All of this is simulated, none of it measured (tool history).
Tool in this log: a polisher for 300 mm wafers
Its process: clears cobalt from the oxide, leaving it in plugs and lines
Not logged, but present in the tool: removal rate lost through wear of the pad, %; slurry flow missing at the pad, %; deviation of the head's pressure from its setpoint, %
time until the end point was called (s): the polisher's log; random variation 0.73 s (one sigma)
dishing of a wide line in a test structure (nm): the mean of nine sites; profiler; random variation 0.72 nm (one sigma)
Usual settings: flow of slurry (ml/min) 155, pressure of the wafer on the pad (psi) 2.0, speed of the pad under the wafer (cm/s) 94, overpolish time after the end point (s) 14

run	hour	flow of slurry (ml/min)	pressure of the wafer on the pad (psi)	speed of the pad under the wafer (cm/s)	overpolish time after the end point (s)	wafers since the last listed run	wafers polished on this pad	hours since the slurry nozzle was cleaned	hours since the head pressure was calibrated	incoming thickness of the incoming film, nm	time until the end point was called (s)	dishing of a wide line in a test structure (nm)
1	0.0	155	2.4	94	14	0	3098	4.6	419.4	224.1	48.3	32.5
# hour 10.6: worn pad replaced by a new one
2	31.4	155	2.4	94	14	402	304	36.0	450.8	221.5	48.6	30.7
3	80.1	155	2.0	94	11	715	1019	84.7	499.5	219.4	54.6	25.9
4	126.2	155	2.0	94	11	676	1696	130.8	545.6	222.5	55.5	24.9
5	181.6	155	2.0	94	18	813	2510	186.2	601.0	219.3	55.0	34.2
6	230.6	155	2.0	94	14	719	3230	235.2	650.0	221.7	54.5	29.4
# hour 240.7: worn pad replaced by a new one
7	255.2	155	2.0	94	14	302	212	259.8	674.6	222.0	54.7	30.6
# hour 297.6: slurry nozzle cleaned
8	305.3	155	2.0	94	14	721	933	7.7	724.7	217.1	55.0	30.0
9	335.0	155	2.0	94	14	436	1369	37.4	754.4	220.0	54.7	30.5
10	372.8	155	2.0	94	14	555	1925	75.2	792.2	224.4	55.8	29.4
# hour 425.8: worn pad replaced by a new one
11	428.0	115	2.0	94	14	751	32	130.4	847.4	223.1	60.5	28.2
12	477.6	155	2.0	94	14	728	760	180.0	897.0	218.2	55.1	30.1
13	517.7	155	1.8	94	14	588	1349	220.1	937.1	220.6	59.3	28.0
# hour 537.5: slurry nozzle cleaned
# hour 542.8: head pressure recalibrated
14	543.7	140	2.0	66	21	337	1687	6.2	0.9	223.4	79.6	30.4
15	591.6	155	2.0	86	14	703	2390	54.1	48.8	219.0	60.4	28.1
# hour 620.7: worn pad replaced by a new one
16	628.5	155	2.0	94	14	483	114	91.0	85.7	221.4	55.5	30.8
17	674.1	155	2.0	94	14	669	784	136.6	131.3	220.7	55.0	30.6
18	698.5	155	2.0	84	14	358	1142	161.0	155.7	218.0	61.0	27.1
19	764.2	155	2.0	122	8	964	2107	226.7	221.4	224.1	42.8	24.2
20	801.4	155	2.0	94	14	546	2653	263.9	258.6	224.0	54.3	29.9
# hour 808.8: worn pad replaced by a new one
# hour 850.1: slurry nozzle cleaned
21	853.7	155	2.4	76	16	694	645	3.6	310.9	218.9	57.6	30.7

The next listed run, before its measurement:
22	886.1	155	2.0	82	14	475	1120	36.0	343.3	218.5	?	?

time until the end point was called (s): 62.8
dishing of a wide line in a test structure (nm): 27.8
Without the tool's hidden state the same run would have given time until the end point was called (s) 62.8, dishing of a wide line in a test structure (nm) 27.8.
